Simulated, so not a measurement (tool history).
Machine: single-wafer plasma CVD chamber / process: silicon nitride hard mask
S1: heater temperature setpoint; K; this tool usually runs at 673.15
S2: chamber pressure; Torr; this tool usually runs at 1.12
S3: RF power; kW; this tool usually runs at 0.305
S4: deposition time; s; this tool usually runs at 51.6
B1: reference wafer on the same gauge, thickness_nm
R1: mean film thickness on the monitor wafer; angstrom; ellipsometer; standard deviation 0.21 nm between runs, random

{"run": 1, "hour": 0.0, "S1": 673.15, "S2": 1.12, "S3": 0.335, "S4": 51.6, "B1": 52.993, "R1": 570.52}
{"run": 2, "hour": 19.4, "S1": 673.15, "S2": 1.12, "S3": 0.335, "S4": 51.6, "B1": 53.021, "R1": 569.62}
{"run": 3, "hour": 54.2, "S1": 673.15, "S2": 1.12, "S3": 0.325, "S4": 51.6, "B1": 52.978, "R1": 558.33}
{"run": 4, "hour": 69.9, "S1": 673.15, "S2": 1.12, "S3": 0.325, "S4": 51.6, "B1": 52.978, "R1": 556.56}
{"hour": 79.9, "done": "gauge calibrated"}
{"run": 5, "hour": 96.0, "S1": 666.15, "S2": 1.12, "S3": 0.305, "S4": 48.2, "B1": 53.02, "R1": 497.32}
{"run": 6, "hour": 128.6, "S1": 673.15, "S2": 1.12, "S3": 0.305, "S4": 51.6, "B1": 52.995, "R1": 525.74}
{"hour": 148.9, "done": "capacitance manometer re-zeroed and calibrated"}
{"run": 7, "hour": 149.4, "S1": 673.15, "S2": 1.12, "S3": 0.305, "S4": 51.6, "B1": 53.012, "R1": 526.39}
{"run": 8, "hour": 181.1, "S1": 673.15, "S2": 1.12, "S3": 0.305, "S4": 51.6, "B1": 52.996, "R1": 524.11}
{"run": 9, "hour": 194.6, "S1": 673.15, "S2": 1.12, "S3": 0.305, "S4": 51.6, "B1": 52.984, "R1": 523.81}
{"run": 10, "hour": 226.1, "S1": 680.15, "S2": 1.27, "S3": 0.265, "S4": 61.4, "B1": 52.975, "R1": 570.83}
{"run": 11, "hour": 240.3, "S1": 678.15, "S2": 1.12, "S3": 0.355, "S4": 47.0, "B1": 53.029, "R1": 532.08}
{"hour": 266.0, "done": "RF generator calibrated"}
{"run": 12, "hour": 266.5, "S1": 673.15, "S2": 1.12, "S3": 0.305, "S4": 51.6, "B1": 52.983, "R1": 505.03}
{"hour": 289.2, "done": "showerhead replaced"}
{"hour": 323.8, "done": "RF generator calibrated, repeated, since the last time left the tool worse"}
{"run": 13, "hour": 324.3, "S1": 662.15, "S2": 1.12, "S3": 0.305, "S4": 51.6, "B1": 52.991, "R1": 554.83}
{"hour": 346.1, "done": "thermocouple changed; heater temperature recalibrated"}
{"hour": 346.1, "done": "gauge calibrated"}
{"run": 14, "hour": 346.6, "S1": 673.15, "S2": 0.88, "S3": 0.36, "S4": 60.0, "B1": 53.044, "R1": 681.47}
{"run": 15, "hour": 372.4, "S1": 668.15, "S2": 1.4, "S3": 0.26, "S4": 51.6, "B1": 52.962, "R1": 514.51}
{"run": 16, "hour": 401.7, "S1": 677.15, "S2": 1.12, "S3": 0.305, "S4": 51.6, "B1": 53.004, "R1": 549.92}
{"run": 17, "hour": 423.3, "S1": 678.15, "S2": 1.35, "S3": 0.26, "S4": 48.5, "B1": 52.99, "R1": 476.3}
{"run": 18, "hour": 449.2, "S1": 673.15, "S2": 1.12, "S3": 0.305, "S4": 51.6, "B1": 52.996, "R1": 555.99}

4 options for the next run, each taken on its own from the tool as it stands now. Forecast them:
{"run": "A", "hour": 449.6, "S1": 673.15, "S2": 1.12, "S3": 0.35, "S4": 51.6, "B1": "?", "R1": "?"}
{"run": "B", "hour": 449.6, "S1": 680.15, "S2": 1.03, "S3": 0.36, "S4": 59.6, "B1": "?", "R1": "?"}
{"run": "C", "hour": 449.6, "S1": 659.15, "S2": 1.12, "S3": 0.305, "S4": 51.6, "B1": "?", "R1": "?"}
{"run": "D", "hour": 449.6, "S1": 663.15, "S2": 1.01, "S3": 0.285, "S4": 60.6, "B1": "?", "R1": "?"}

run=A B1=53.011 R1=615.44
run=B B1=53.011 R1=705.36
run=C B1=53.011 R1=557.90
run=D B1=53.011 R1=600.18
Stripped of hidden state, with their random variation kept, the same runs would have yielded:
run=A R1=616.43
run=B R1=706.49
run=C R1=558.83
run=D R1=601.22

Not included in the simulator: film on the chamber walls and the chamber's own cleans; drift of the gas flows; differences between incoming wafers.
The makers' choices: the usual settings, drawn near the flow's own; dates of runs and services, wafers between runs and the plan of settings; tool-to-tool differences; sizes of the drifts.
